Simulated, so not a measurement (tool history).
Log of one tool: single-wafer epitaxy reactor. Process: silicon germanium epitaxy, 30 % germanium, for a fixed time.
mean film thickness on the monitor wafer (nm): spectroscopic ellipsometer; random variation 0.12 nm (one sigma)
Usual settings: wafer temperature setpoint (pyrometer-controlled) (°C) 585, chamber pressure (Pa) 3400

run   hour  wafer temperature setpoint (pyrometer-controlled) (°C)  chamber pressure (Pa)  wafers since the last listed run  hours since the last pyrometer calibration  hours since the last manometer calibration  hours since the showerhead was replaced  hours since the gauge calibration  read-back reference wafer on the same gauge, thickness_nm  mean film thickness on the monitor wafer (nm)
  1      0                                                     594                   3946                                 0                                      1499.6                                      2477.4                                   5271.2                                6.4                                                     50.012                                         67.484
  2   15.8                                                     594                   3946                               296                                      1515.4                                      2493.2                                     5287                               22.2                                                      49.99                                          67.61
  3   27.3                                                     585                   3773                               216                                      1526.9                                      2504.7                                   5298.5                               33.7                                                     49.971                                         55.778
  4   33.6                                                     585                   3773                               118                                      1533.2                                        2511                                   5304.8                                 40                                                         50                                          56.06
  5   43.2                                                     585                   3773                               180                                      1542.8                                      2520.6                                   5314.4                               49.6                                                     50.026                                         56.012
  6   49.3                                                     585                   3213                               114                                      1548.9                                      2526.7                                   5320.5                               55.7                                                     49.963                                         52.203
  7   62.2                                                     585                   3400                               242                                      1561.8                                      2539.6                                   5333.4                               68.6                                                     50.022                                         53.638
      76.1  -- showerhead replaced
  8   76.6                                                     585                   3400                               120                                      1576.2                                        2554                                      0.5                                 83                                                     50.023                                         53.421
  9   78.9                                                     585                   3400                                43                                      1578.5                                      2556.3                                      2.8                               85.3                                                     50.013                                         53.535
 10   87.8                                                     585                   3400                               167                                      1587.4                                      2565.2                                     11.7                               94.2                                                     50.037                                         53.694
 11   98.7                                                     585                   3400                               204                                      1598.3                                      2576.1                                     22.6                              105.1                                                         50                                         53.598
 12  106.7                                                     591                   4213                               150                                      1606.3                                      2584.1                                     30.6                              113.1                                                     49.988                                         65.729
 13  114.9                                                     585                   3400                               154                                      1614.5                                      2592.3                                     38.8                              121.3                                                     49.983                                         53.655
 14  123.1                                                     596                   3120                               154                                      1622.7                                      2600.5                                       47                              129.5                                                     49.958                                         62.964
 15  135.1                                                     590                   4093                               225                                      1634.7                                      2612.5                                       59                              141.5                                                     49.973                                         63.852
 16  145.7                                                     596                   3693                               199                                      1645.3                                      2623.1                                     69.6                              152.1                                                     49.972                                         68.122
       155  -- pyrometer calibrated
     168.6  -- capacitance manometer re-zeroed and calibrated
 17  169.1                                                     585                   3400                               139                                        14.1                                         0.5                                       93                              175.5                                                     49.985                                         51.823
 18  175.6                                                     599                   2760                               122                                        20.6                                           7                                     99.5                                182                                                     49.992                                          60.78
 19  186.8                                                     581                   3853                               210                                        31.8                                        18.2                                    110.7                              193.2                                                     50.024                                         50.821
 20  197.8                                                     585                   3400                               206                                        42.8                                        29.2                                    121.7                              204.2                                                     50.017                                         52.034
 21  208.1                                                     598                   4240                               193                                        53.1                                        39.5                                      132                              214.5                                                     49.995                                         72.526
 22  218.9                                                     581                   3400                               202                                        63.9                                        50.3                                    142.8                              225.3                                                     50.068                                         47.979
 23  229.2                                                     575                   3040                               193                                        74.2                                        60.6                                    153.1                              235.6                                                     50.039                                         40.566
 24    240                                                     594                   3133                               202                                          85                                        71.4                                    163.9                              246.4                                                     49.989                                         58.986
 25  256.7                                                     592                   3133                               313                                       101.7                                        88.1                                    180.6                              263.1                                                     50.014                                         56.849
 26  274.4                                                     585                   3400                               332                                       119.4                                       105.8                                    198.3                              280.8                                                     49.975                                         51.706
 27  308.6                                                     592                   3133                               642                                       153.6                                         140                                    232.5                                315                                                     50.016                                         56.759
 28    317                                                     585                   3400                               157                                         162                                       148.4                                    240.9                              323.4                                                     50.009                                         51.866
 29  340.9                                                     574                   3666                               449                                       185.9                                       172.3                                    264.8                              347.3                                                     49.999                                         43.539
 30  347.1                                                     585                   3400                               116                                       192.1                                       178.5                                      271                              353.5                                                     50.035                                         51.785
 31  357.5                                                     592                   4173                               195                                       202.5                                       188.9                                    281.4                              363.9                                                     49.989                                         64.646
 32  364.9                                                     585                   3400                               139                                       209.9                                       196.3                                    288.8                              371.3                                                      50.02                                         52.002
 33  375.2                                                     574                   3666                               193                                       220.2                                       206.6                                    299.1                              381.6                                                     50.006                                         43.445
     379.4  -- gauge calibrated
 34  384.4                                                     594                   3400                               172                                       229.4                                       215.8                                    308.3                                  5                                                     49.956                                         61.237

Hidden state at the last listed run before each entry between runs and at the first one after, where it differs:
Between runs 7 and 8: showerhead replaced (hour 76.1)
  true pressure above the setpoint (%): 7.44 -> 7.52
  measured less the result without the state, mean film thickness on the monitor wafer (nm): +1.691 -> +1.702
Between runs 16 and 17: pyrometer calibrated (hour 155); capacitance manometer re-zeroed and calibrated (hour 168.6)
  true pressure above the setpoint (%): 7.91 -> -0.195
  measured less the result without the state, mean film thickness on the monitor wafer (nm): +2.276 -> -0.045
Between runs 33 and 34: gauge calibrated (hour 379.4)
  true pressure above the setpoint (%): -0.148 -> -0.144
  measured less the result without the state, mean film thickness on the monitor wafer (nm): -0.029 -> -0.04
